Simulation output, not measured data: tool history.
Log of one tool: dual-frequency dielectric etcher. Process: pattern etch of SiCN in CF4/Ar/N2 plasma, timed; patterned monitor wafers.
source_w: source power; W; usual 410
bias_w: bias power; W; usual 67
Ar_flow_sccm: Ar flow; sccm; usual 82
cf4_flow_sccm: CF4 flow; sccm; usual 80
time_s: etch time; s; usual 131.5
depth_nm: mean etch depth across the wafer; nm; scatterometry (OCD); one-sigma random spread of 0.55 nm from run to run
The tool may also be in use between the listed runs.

| run | hour | source_w | bias_w | Ar_flow_sccm | cf4_flow_sccm | time_s | wafers since the last listed run | hours since the last wet clean | hours since the last source power generator calibration | hours since the last bias power generator calibration | hours since the last Ar flow controller change | hours since the last CF4 flow controller change | hours since the last upper electrode change | hours since the gauge calibration | read-back reference wafer on the same gauge, depth_nm | depth_nm |
|---|---|---|---|---|---|---|---|---|---|---|---|---|---|---|---|---|
| 1 | 0.0 | 410 | 67 | 82 | 80 | 131.5 | 0 | 29.9 | 3070.9 | 3023.8 | 3168.7 | 3762.3 | 5220.5 | 465.1 | 115.9 | 97.4 |
| 2 | 59.0 | 410 | 67 | 82 | 68 | 131.5 | 695 | 88.9 | 3129.9 | 3082.8 | 3227.7 | 3821.3 | 5279.5 | 524.1 | 115.9 | 94.9 |
| 3 | 100.0 | 410 | 67 | 82 | 68 | 131.5 | 483 | 129.9 | 3170.9 | 3123.8 | 3268.7 | 3862.3 | 5320.5 | 565.1 | 115.7 | 95.2 |
| 4 | 158.3 | 410 | 67 | 82 | 68 | 131.5 | 687 | 188.2 | 3229.2 | 3182.1 | 3327.0 | 3920.6 | 5378.8 | 623.4 | 115.6 | 94.4 |
| 5 | 209.8 | 410 | 67 | 82 | 80 | 131.5 | 607 | 239.7 | 3280.7 | 3233.6 | 3378.5 | 3972.1 | 5430.3 | 674.9 | 115.7 | 94.9 |
| 6 | 252.7 | 410 | 67 | 82 | 80 | 131.5 | 505 | 282.6 | 3323.6 | 3276.5 | 3421.4 | 4015.0 | 5473.2 | 717.8 | 115.7 | 96.0 |
|  | 279.9 | gauge calibrated |
| 7 | 303.5 | 360 | 67 | 97 | 80 | 131.5 | 598 | 333.4 | 3374.4 | 3327.3 | 3472.2 | 4065.8 | 5524.0 | 23.6 | 115.7 | 83.3 |
|  | 319.1 | Ar flow controller replaced |
| 8 | 342.5 | 360 | 67 | 97 | 80 | 131.5 | 389 | 372.4 | 3413.4 | 3366.3 | 23.4 | 4104.8 | 5563.0 | 62.6 | 115.8 | 83.1 |
|  | 385.5 | wet clean of the chamber |
| 9 | 387.6 | 360 | 67 | 97 | 80 | 131.5 | 248 | 2.1 | 3458.5 | 3411.4 | 68.5 | 4149.9 | 5608.1 | 107.7 | 115.7 | 86.2 |
| 10 | 453.2 | 410 | 67 | 82 | 80 | 131.5 | 773 | 67.7 | 3524.1 | 3477.0 | 134.1 | 4215.5 | 5673.7 | 173.3 | 115.7 | 98.7 |
| 11 | 511.5 | 460 | 76 | 82 | 80 | 144.0 | 687 | 126.0 | 3582.4 | 3535.3 | 192.4 | 4273.8 | 5732.0 | 231.6 | 115.6 | 123.4 |
| 12 | 558.9 | 410 | 67 | 82 | 80 | 131.5 | 558 | 173.4 | 3629.8 | 3582.7 | 239.8 | 4321.2 | 5779.4 | 279.0 | 115.9 | 97.5 |
|  | 576.3 | bias power generator calibrated |
| 13 | 626.5 | 410 | 67 | 82 | 80 | 131.5 | 749 | 241.0 | 3697.4 | 50.2 | 307.4 | 4388.8 | 5847.0 | 346.6 | 115.7 | 96.1 |
|  | 651.8 | source power generator calibrated |
| 14 | 657.8 | 360 | 67 | 97 | 80 | 131.5 | 321 | 272.3 | 6.0 | 81.5 | 338.7 | 4420.1 | 5878.3 | 377.9 | 115.8 | 83.7 |
| 15 | 695.2 | 410 | 67 | 82 | 80 | 163.5 | 440 | 309.7 | 43.4 | 118.9 | 376.1 | 4457.5 | 5915.7 | 415.3 | 115.7 | 119.7 |
|  | 713.6 | CF4 flow controller replaced |
|  | 730.4 | upper electrode replaced |
| 16 | 730.9 | 490 | 76 | 82 | 64 | 97.0 | 151 | 345.4 | 79.1 | 154.6 | 411.8 | 17.3 | 0.5 | 451.0 | 115.7 | 83.3 |
| 17 | 762.3 | 410 | 67 | 92 | 80 | 131.5 | 370 | 376.8 | 110.5 | 186.0 | 443.2 | 48.7 | 31.9 | 482.4 | 115.6 | 94.4 |
|  | 787.7 | wet clean of the chamber |
| 18 | 805.2 | 410 | 61 | 82 | 80 | 150.0 | 222 | 17.5 | 153.4 | 228.9 | 486.1 | 91.6 | 74.8 | 525.3 | 115.6 | 108.8 |
| 19 | 855.2 | 410 | 67 | 82 | 80 | 131.5 | 589 | 67.5 | 203.4 | 278.9 | 536.1 | 141.6 | 124.8 | 575.3 | 115.7 | 97.9 |
| 20 | 912.5 | 410 | 58 | 82 | 80 | 131.5 | 675 | 124.8 | 260.7 | 336.2 | 593.4 | 198.9 | 182.1 | 632.6 | 115.8 | 93.7 |
|  | 923.0 | gauge calibrated |
| 21 | 972.4 | 380 | 52 | 82 | 68 | 131.5 | 706 | 184.7 | 320.6 | 396.1 | 653.3 | 258.8 | 242.0 | 49.4 | 115.6 | 82.3 |

Each row is a separate what-if for the run after 21, all from the same tool condition, not one after another. Results?
| A | 972.9 | 410 | 67 | 71 | 80 | 131.5 | 5 | 185.2 | 321.1 | 396.6 | 653.8 | 259.3 | 242.5 | 49.9 | ? | ? |
| B | 972.9 | 470 | 67 | 82 | 80 | 145.5 | 5 | 185.2 | 321.1 | 396.6 | 653.8 | 259.3 | 242.5 | 49.9 | ? | ? |
| C | 972.9 | 410 | 67 | 82 | 93 | 131.5 | 5 | 185.2 | 321.1 | 396.6 | 653.8 | 259.3 | 242.5 | 49.9 | ? | ? |
| D | 972.9 | 410 | 67 | 82 | 72 | 131.5 | 5 | 185.2 | 321.1 | 396.6 | 653.8 | 259.3 | 242.5 | 49.9 | ? | ? |

| run | read-back reference wafer on the same gauge, depth_nm | depth_nm |
|---|---|---|
| A | 115.7 | 99.6 |
| B | 115.7 | 121.2 |
| C | 115.7 | 99.2 |
| D | 115.7 | 96.0 |
Had the tool no hidden state, the same runs would have come out as:
| run | depth_nm |
|---|---|
| A | 101.0 |
| B | 122.9 |
| C | 100.7 |
| D | 97.4 |

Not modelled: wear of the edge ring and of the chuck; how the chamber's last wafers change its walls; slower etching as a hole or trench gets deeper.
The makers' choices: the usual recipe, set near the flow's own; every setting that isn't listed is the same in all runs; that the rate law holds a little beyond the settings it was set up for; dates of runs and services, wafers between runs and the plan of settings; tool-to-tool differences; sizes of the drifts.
